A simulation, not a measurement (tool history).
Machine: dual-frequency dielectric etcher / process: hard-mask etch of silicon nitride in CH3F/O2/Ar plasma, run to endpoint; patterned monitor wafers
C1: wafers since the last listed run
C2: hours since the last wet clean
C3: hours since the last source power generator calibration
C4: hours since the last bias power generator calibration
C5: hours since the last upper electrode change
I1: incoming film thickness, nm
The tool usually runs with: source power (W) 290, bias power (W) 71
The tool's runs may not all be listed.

run 1 hour=0 | source_power_(W)=290 bias_power_(W)=71 | C1=0 C2=325.8 C3=1437 C4=932.3 C5=5066.3 | I1=40.98 | endpoint_time_(s)=69.5
run 2 hour=89.3 | source_power_(W)=330 bias_power_(W)=81 | C1=1006 C2=415.1 C3=1526.3 C4=1021.6 C5=5155.6 | I1=41.36 | endpoint_time_(s)=64.5
-- hour=174.6 wet clean of the chamber
run 3 hour=175.1 | source_power_(W)=330 bias_power_(W)=81 | C1=696 C2=0.5 C3=1612.1 C4=1107.4 C5=5241.4 | I1=41.46 | endpoint_time_(s)=63.2
run 4 hour=244.2 | source_power_(W)=240 bias_power_(W)=78 | C1=779 C2=69.6 C3=1681.2 C4=1176.5 C5=5310.5 | I1=41.13 | endpoint_time_(s)=72.2
-- hour=280.1 source power generator calibrated
run 5 hour=308.2 | source_power_(W)=240 bias_power_(W)=78 | C1=676 C2=133.6 C3=28.1 C4=1240.5 C5=5374.5 | I1=41.18 | endpoint_time_(s)=70.9
run 6 hour=395.9 | source_power_(W)=240 bias_power_(W)=78 | C1=988 C2=221.3 C3=115.8 C4=1328.2 C5=5462.2 | I1=41.25 | endpoint_time_(s)=71.5
run 7 hour=498.8 | source_power_(W)=290 bias_power_(W)=78 | C1=1160 C2=324.2 C3=218.7 C4=1431.1 C5=5565.1 | I1=41.45 | endpoint_time_(s)=67.1
run 8 hour=557.1 | source_power_(W)=290 bias_power_(W)=78 | C1=657 C2=382.5 C3=277 C4=1489.4 C5=5623.4 | I1=41.33 | endpoint_time_(s)=66.9
run 9 hour=667.7 | source_power_(W)=290 bias_power_(W)=78 | C1=1247 C2=493.1 C3=387.6 C4=1600 C5=5734 | I1=41.16 | endpoint_time_(s)=66.8
run 10 hour=733.1 | source_power_(W)=290 bias_power_(W)=71 | C1=737 C2=558.5 C3=453 C4=1665.4 C5=5799.4 | I1=41.55 | endpoint_time_(s)=69.9
-- hour=825.3 wet clean of the chamber
run 11 hour=825.8 | source_power_(W)=290 bias_power_(W)=71 | C1=774 C2=0.5 C3=545.7 C4=1758.1 C5=5892.1 | I1=41.63 | endpoint_time_(s)=68.5
run 12 hour=906.5 | source_power_(W)=290 bias_power_(W)=71 | C1=909 C2=81.2 C3=626.4 C4=1838.8 C5=5972.8 | I1=41.42 | endpoint_time_(s)=69.4
run 13 hour=990.5 | source_power_(W)=290 bias_power_(W)=71 | C1=947 C2=165.2 C3=710.4 C4=1922.8 C5=6056.8 | I1=41.08 | endpoint_time_(s)=68.2
run 14 hour=1052.4 | source_power_(W)=290 bias_power_(W)=71 | C1=697 C2=227.1 C3=772.3 C4=1984.7 C5=6118.7 | I1=40.83 | endpoint_time_(s)=68.1
run 15 hour=1107.5 | source_power_(W)=290 bias_power_(W)=71 | C1=621 C2=282.2 C3=827.4 C4=2039.8 C5=6173.8 | I1=41.79 | endpoint_time_(s)=70.2
run 16 hour=1175.5 | source_power_(W)=290 bias_power_(W)=57 | C1=766 C2=350.2 C3=895.4 C4=2107.8 C5=6241.8 | I1=40.87 | endpoint_time_(s)=73.9
-- hour=1399.2 wet clean of the chamber
run 17 hour=1418.2 | source_power_(W)=340 bias_power_(W)=58 | C1=2465 C2=19 C3=1138.1 C4=2350.5 C5=6484.5 | I1=40.86 | endpoint_time_(s)=67.7
run 18 hour=1481.1 | source_power_(W)=260 bias_power_(W)=58 | C1=709 C2=81.9 C3=1201 C4=2413.4 C5=6547.4 | I1=40.82 | endpoint_time_(s)=75.5
run 19 hour=1581.2 | source_power_(W)=230 bias_power_(W)=71 | C1=1128 C2=182 C3=1301.1 C4=2513.5 C5=6647.5 | I1=41.39 | endpoint_time_(s)=76.9
-- hour=1607.6 upper electrode replaced
run 20 hour=1655.9 | source_power_(W)=290 bias_power_(W)=71 | C1=571 C2=256.7 C3=1375.8 C4=2588.2 C5=48.3 | I1=41.35 | endpoint_time_(s)=69.9
run 21 hour=1712.6 | source_power_(W)=240 bias_power_(W)=81 | C1=639 C2=313.4 C3=1432.5 C4=2644.9 C5=105 | I1=40.93 | endpoint_time_(s)=71.9
-- hour=1770.6 source power generator calibrated
run 22 hour=1820.1 | source_power_(W)=240 bias_power_(W)=57 | C1=1167 C2=420.9 C3=49.5 C4=2752.4 C5=212.5 | I1=41.32 | endpoint_time_(s)=79.6
-- hour=1866.4 bias power generator calibrated
run 23 hour=1886.7 | source_power_(W)=330 bias_power_(W)=65 | C1=705 C2=487.5 C3=116.1 C4=20.3 C5=279.1 | I1=41.2 | endpoint_time_(s)=67.4
run 24 hour=1954 | source_power_(W)=320 bias_power_(W)=61 | C1=758 C2=554.8 C3=183.4 C4=87.6 C5=346.4 | I1=41.27 | endpoint_time_(s)=69.5
-- hour=2015.1 wet clean of the chamber
run 25 hour=2029.3 | source_power_(W)=350 bias_power_(W)=64 | C1=578 C2=14.2 C3=258.7 C4=162.9 C5=421.7 | I1=41.33 | endpoint_time_(s)=65.4
run 26 hour=2093.3 | source_power_(W)=290 bias_power_(W)=54 | C1=721 C2=78.2 C3=322.7 C4=226.9 C5=485.7 | I1=41.42 | endpoint_time_(s)=74.3
run 27 hour=2145 | source_power_(W)=290 bias_power_(W)=66 | C1=582 C2=129.9 C3=374.4 C4=278.6 C5=537.4 | I1=40.83 | endpoint_time_(s)=69.4
run 28 hour=2223.9 | source_power_(W)=290 bias_power_(W)=71 | C1=889 C2=208.8 C3=453.3 C4=357.5 C5=616.3 | I1=41.35 | endpoint_time_(s)=68.3
run 29 hour=2280.9 | source_power_(W)=340 bias_power_(W)=54 | C1=642 C2=265.8 C3=510.3 C4=414.5 C5=673.3 | I1=41.33 | endpoint_time_(s)=70
run 30 hour=2352.9 | source_power_(W)=290 bias_power_(W)=71 | C1=811 C2=337.8 C3=582.3 C4=486.5 C5=745.3 | I1=40.87 | endpoint_time_(s)=68.3
run 31 hour=2460.1 | source_power_(W)=330 bias_power_(W)=81 | C1=1208 C2=445 C3=689.5 C4=593.7 C5=852.5 | I1=41.38 | endpoint_time_(s)=63.7
run 32 hour=2555.4 | source_power_(W)=290 bias_power_(W)=71 | C1=1074 C2=540.3 C3=784.8 C4=689 C5=947.8 | I1=40.97 | endpoint_time_(s)=69.1
-- hour=2643.3 wet clean of the chamber
run 33 hour=2654.8 | source_power_(W)=350 bias_power_(W)=80 | C1=850 C2=11.5 C3=884.2 C4=788.4 C5=1047.2 | I1=41.43 | endpoint_time_(s)=62.3
run 34 hour=2727.8 | source_power_(W)=290 bias_power_(W)=71 | C1=823 C2=84.5 C3=957.2 C4=861.4 C5=1120.2 | I1=41.96 | endpoint_time_(s)=70.7

Below are 5 alternative next runs, each starting from the tool's condition after run 34. Predict each:
run A hour=2728.2 | source_power_(W)=290 bias_power_(W)=71 | C1=4 C2=84.9 C3=957.6 C4=861.8 C5=1120.6 | I1=41.57 | endpoint_time_(s)=?
run B hour=2728.2 | source_power_(W)=260 bias_power_(W)=79 | C1=4 C2=84.9 C3=957.6 C4=861.8 C5=1120.6 | I1=41.57 | endpoint_time_(s)=?
run C hour=2728.2 | source_power_(W)=290 bias_power_(W)=59 | C1=4 C2=84.9 C3=957.6 C4=861.8 C5=1120.6 | I1=41.57 | endpoint_time_(s)=?
run D hour=2728.2 | source_power_(W)=310 bias_power_(W)=71 | C1=4 C2=84.9 C3=957.6 C4=861.8 C5=1120.6 | I1=41.57 | endpoint_time_(s)=?
run E hour=2728.2 | source_power_(W)=250 bias_power_(W)=86 | C1=4 C2=84.9 C3=957.6 C4=861.8 C5=1120.6 | I1=41.57 | endpoint_time_(s)=?

run=A endpoint_time_(s)=69.5
run=B endpoint_time_(s)=70.2
run=C endpoint_time_(s)=73.3
run=D endpoint_time_(s)=67.7
run=E endpoint_time_(s)=69.4
The same runs, with their run-to-run variation unchanged, on a tool lacking any hidden condition would have given:
run=A endpoint_time_(s)=68.9
run=B endpoint_time_(s)=69.6
run=C endpoint_time_(s)=72.7
run=D endpoint_time_(s)=67.1
run=E endpoint_time_(s)=68.8
